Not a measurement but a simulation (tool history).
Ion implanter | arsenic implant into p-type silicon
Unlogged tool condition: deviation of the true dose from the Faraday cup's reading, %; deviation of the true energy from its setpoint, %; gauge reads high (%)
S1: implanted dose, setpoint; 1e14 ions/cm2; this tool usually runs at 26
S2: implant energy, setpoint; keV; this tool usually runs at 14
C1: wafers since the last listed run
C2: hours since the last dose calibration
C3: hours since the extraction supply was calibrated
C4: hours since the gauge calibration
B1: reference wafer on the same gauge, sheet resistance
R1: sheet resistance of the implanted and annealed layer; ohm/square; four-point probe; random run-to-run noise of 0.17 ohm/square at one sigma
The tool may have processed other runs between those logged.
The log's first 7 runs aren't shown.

{"run": 8, "hour": 439.5, "S1": 23.37, "S2": 14, "C1": 477, "C2": 2086.1, "C3": 1649.3, "C4": 1816.5, "B1": 124, "R1": 113.81}
{"run": 9, "hour": 469.6, "S1": 23.37, "S2": 14, "C1": 428, "C2": 2116.2, "C3": 1679.4, "C4": 1846.6, "B1": 124.01, "R1": 114.01}
{"hour": 503.9, "done": "gauge calibrated"}
{"run": 10, "hour": 527.2, "S1": 26, "S2": 14, "C1": 820, "C2": 2173.8, "C3": 1737, "C4": 23.3, "B1": 123.98, "R1": 112.11}
{"hour": 579.4, "done": "Faraday cup replaced and dose calibrated"}
{"run": 11, "hour": 579.9, "S1": 26, "S2": 14, "C1": 636, "C2": 0.5, "C3": 1789.7, "C4": 76, "B1": 124.01, "R1": 112.51}
{"run": 12, "hour": 620.4, "S1": 26, "S2": 14, "C1": 577, "C2": 41, "C3": 1830.2, "C4": 116.5, "B1": 123.98, "R1": 112.56}
{"run": 13, "hour": 657.9, "S1": 26, "S2": 14, "C1": 534, "C2": 78.5, "C3": 1867.7, "C4": 154, "B1": 124.05, "R1": 112.65}
{"run": 14, "hour": 719.2, "S1": 26, "S2": 14, "C1": 873, "C2": 139.8, "C3": 1929, "C4": 215.3, "B1": 123.99, "R1": 112.39}
{"run": 15, "hour": 761.1, "S1": 26, "S2": 14, "C1": 597, "C2": 181.7, "C3": 1970.9, "C4": 257.2, "B1": 124.03, "R1": 112.43}
{"run": 16, "hour": 818.8, "S1": 26, "S2": 14, "C1": 822, "C2": 239.4, "C3": 2028.6, "C4": 314.9, "B1": 124.02, "R1": 112.58}
{"run": 17, "hour": 847.9, "S1": 26, "S2": 14, "C1": 414, "C2": 268.5, "C3": 2057.7, "C4": 344, "B1": 124, "R1": 112.25}
{"run": 18, "hour": 912.5, "S1": 26, "S2": 12.5, "C1": 920, "C2": 333.1, "C3": 2122.3, "C4": 408.6, "B1": 124, "R1": 114.91}
{"run": 19, "hour": 961.9, "S1": 26, "S2": 14, "C1": 703, "C2": 382.5, "C3": 2171.7, "C4": 458, "B1": 123.96, "R1": 112.38}
{"run": 20, "hour": 986.4, "S1": 32.96, "S2": 12, "C1": 349, "C2": 407, "C3": 2196.2, "C4": 482.5, "B1": 123.94, "R1": 112.04}
{"run": 21, "hour": 1057.4, "S1": 26, "S2": 14, "C1": 1011, "C2": 478, "C3": 2267.2, "C4": 553.5, "B1": 124, "R1": 112.34}

Run 22 has not been measured yet. What should we expect?
{"run": 22, "hour": 1097.8, "S1": 26, "S2": 14, "C1": 575, "C2": 518.4, "C3": 2307.6, "C4": 593.9, "B1": "?", "R1": "?"}

Run 22 gave B1 124, R1 112.21 ohm/square.
With the hidden condition absent and the run-to-run variation left alone, this run would have shown R1 111.28 ohm/square.
